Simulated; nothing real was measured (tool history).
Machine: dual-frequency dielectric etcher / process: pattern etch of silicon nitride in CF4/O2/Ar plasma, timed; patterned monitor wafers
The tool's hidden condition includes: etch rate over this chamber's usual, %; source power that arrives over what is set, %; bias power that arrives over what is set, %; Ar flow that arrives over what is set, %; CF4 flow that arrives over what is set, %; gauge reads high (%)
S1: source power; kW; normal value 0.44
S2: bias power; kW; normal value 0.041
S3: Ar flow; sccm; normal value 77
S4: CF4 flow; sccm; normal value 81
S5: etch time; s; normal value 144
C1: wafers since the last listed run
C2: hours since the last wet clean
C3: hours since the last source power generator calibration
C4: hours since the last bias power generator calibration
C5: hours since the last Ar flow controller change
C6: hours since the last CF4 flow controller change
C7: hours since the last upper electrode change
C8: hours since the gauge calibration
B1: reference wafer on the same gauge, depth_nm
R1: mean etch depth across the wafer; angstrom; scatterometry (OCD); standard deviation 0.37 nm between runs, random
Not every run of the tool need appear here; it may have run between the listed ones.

run,hour,S1,S2,S3,S4,S5,C1,C2,C3,C4,C5,C6,C7,C8,B1,R1
1,0,0.44,0.041,77,81,144,0,0.5,4679.9,1750.9,1847.4,2465.5,4708.6,372.2,221.1,2473
2,0.4,0.44,0.041,77,81,144,2,0.9,4680.3,1751.3,1847.8,2465.9,4709,372.6,220.8,2475
3,0.7,0.44,0.041,77,81,144,2,1.2,4680.6,1751.6,1848.1,2466.2,4709.3,372.9,221,2476
4,2.9,0.44,0.041,77,81,144,15,3.4,4682.8,1753.8,1850.3,2468.4,4711.5,375.1,220.9,2475
5,10.1,0.44,0.041,77,81,144,49,10.6,4690,1761,1857.5,2475.6,4718.7,382.3,221,2477
# hour 26.3: Ar flow controller replaced
# hour 47.5: upper electrode replaced
6,48,0.44,0.041,77,81,144,73,48.5,4727.9,1798.9,21.7,2513.5,0.5,420.2,221.1,2485
7,48.4,0.35,0.041,84,81,133,2,48.9,4728.3,1799.3,22.1,2513.9,0.9,420.6,221.1,1760
8,48.7,0.44,0.041,88,71,144,2,49.2,4728.6,1799.6,22.4,2514.2,1.2,420.9,221,2347
9,49.1,0.44,0.041,87,95,177,2,49.6,4729,1800,22.8,2514.6,1.6,421.3,221,3082
10,54.1,0.44,0.039,77,81,144,34,54.6,4734,1805,27.8,2519.6,6.6,426.3,220.9,2440
11,61.7,0.44,0.041,77,81,144,52,62.2,4741.6,1812.6,35.4,2527.2,14.2,433.9,220.9,2473
# hour 76.8: bias power generator calibrated
12,77.3,0.44,0.041,77,81,144,80,77.8,4757.2,0.5,51,2542.8,29.8,449.5,221.1,2481
# hour 77.8: gauge calibrated
# hour 88.6: source power generator calibrated
13,89.1,0.44,0.038,77,81,158,53,89.6,0.5,12.3,62.8,2554.6,41.6,11.3,221,2670
14,102.2,0.44,0.041,77,81,144,90,102.7,13.6,25.4,75.9,2567.7,54.7,24.4,221,2489
15,117.4,0.44,0.041,77,81,144,104,117.9,28.8,40.6,91.1,2582.9,69.9,39.6,221,2482
16,134,0.44,0.041,91,81,167,114,134.5,45.4,57.2,107.7,2599.5,86.5,56.2,220.9,2793
# hour 151.6: CF4 flow controller replaced
17,152.1,0.33,0.038,87,81,144,83,152.6,63.5,75.3,125.8,0.5,104.6,74.3,221,1740
18,194.4,0.44,0.049,92,81,144,291,194.9,105.8,117.6,168.1,42.8,146.9,116.6,221.1,2533
19,202,0.44,0.041,77,81,174,52,202.5,113.4,125.2,175.7,50.4,154.5,124.2,221,3015
20,214.6,0.44,0.041,86,64,155.5,86,215.1,126,137.8,188.3,63,167.1,136.8,221.1,2482
21,229.6,0.44,0.041,77,81,144,103,230.1,141,152.8,203.3,78,182.1,151.8,221,2492

What if the next run were any one of these 4? Each begins from the tool's condition after run 21:
A,230.1,0.44,0.041,77,81,144,3,230.6,141.5,153.3,203.8,78.5,182.6,152.3,?,?
B,230.1,0.34,0.041,86,81,144,3,230.6,141.5,153.3,203.8,78.5,182.6,152.3,?,?
C,230.1,0.35,0.033,77,66,157.5,3,230.6,141.5,153.3,203.8,78.5,182.6,152.3,?,?
D,230.1,0.52,0.032,70,98,144,3,230.6,141.5,153.3,203.8,78.5,182.6,152.3,?,?

run,B1,R1
A,221,2491
B,221,1844
C,221,1905
D,221,2933
With no hidden state in the tool, these same runs would have given:
run,R1
A,2476
B,1833
C,1894
D,2916
